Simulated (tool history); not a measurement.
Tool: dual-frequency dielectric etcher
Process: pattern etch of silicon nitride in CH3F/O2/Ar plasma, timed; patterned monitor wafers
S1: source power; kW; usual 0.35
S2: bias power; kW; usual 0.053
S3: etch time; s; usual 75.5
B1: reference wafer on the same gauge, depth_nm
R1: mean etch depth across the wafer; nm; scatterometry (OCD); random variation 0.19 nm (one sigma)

run	hour	S1	S2	S3	B1	R1
1	0	0.35	0.053	75.5	46.33	45.27
2	14.3	0.35	0.053	75.5	46.3	45.54
# hour 30: source power generator calibrated
3	61.9	0.35	0.053	75.5	46.31	46.84
4	120.5	0.35	0.053	75.5	46.3	46.4
5	165.9	0.35	0.053	75.5	46.31	46.64
# hour 173.2: bias power generator calibrated
6	209.9	0.35	0.048	62	46.28	37.55
7	244.6	0.35	0.043	75.5	46.28	44.39
8	289.9	0.35	0.064	94.5	46.28	61.86
# hour 338.4: wet clean of the chamber
9	338.9	0.42	0.053	75.5	46.28	49.62
10	362	0.33	0.045	61	46.34	34.95
11	407.1	0.35	0.053	75.5	46.35	45.7
12	451.3	0.35	0.053	75.5	46.31	45.71
# hour 466.6: gauge calibrated
13	504	0.42	0.062	60.5	46.29	41.38
14	562.5	0.43	0.046	86	46.3	55.02
15	615.1	0.35	0.042	75.5	46.28	43.48
16	671.1	0.27	0.041	75.5	46.31	38.83
17	702.2	0.38	0.053	87	46.3	54.72
18	772.9	0.41	0.053	84.5	46.26	55.24
19	823.7	0.35	0.053	86	46.28	52.53
20	861.5	0.39	0.043	75.5	46.29	46.42
# hour 900.2: wet clean of the chamber
21	909.2	0.3	0.053	60.5	46.29	34.46
22	978.1	0.35	0.053	75.5	46.3	45.44
23	1016.1	0.35	0.053	63	46.27	37.68
24	1070.6	0.35	0.053	75.5	46.32	45.76
25	1141	0.38	0.044	53	46.26	31.76

The next listed run, before its measurement:
26	1190.2	0.29	0.059	90	?	?

{"run 26": {"B1": 46.35, "R1": 51.94}}
Without the tool's hidden state the same run would have given R1 52.31 nm.

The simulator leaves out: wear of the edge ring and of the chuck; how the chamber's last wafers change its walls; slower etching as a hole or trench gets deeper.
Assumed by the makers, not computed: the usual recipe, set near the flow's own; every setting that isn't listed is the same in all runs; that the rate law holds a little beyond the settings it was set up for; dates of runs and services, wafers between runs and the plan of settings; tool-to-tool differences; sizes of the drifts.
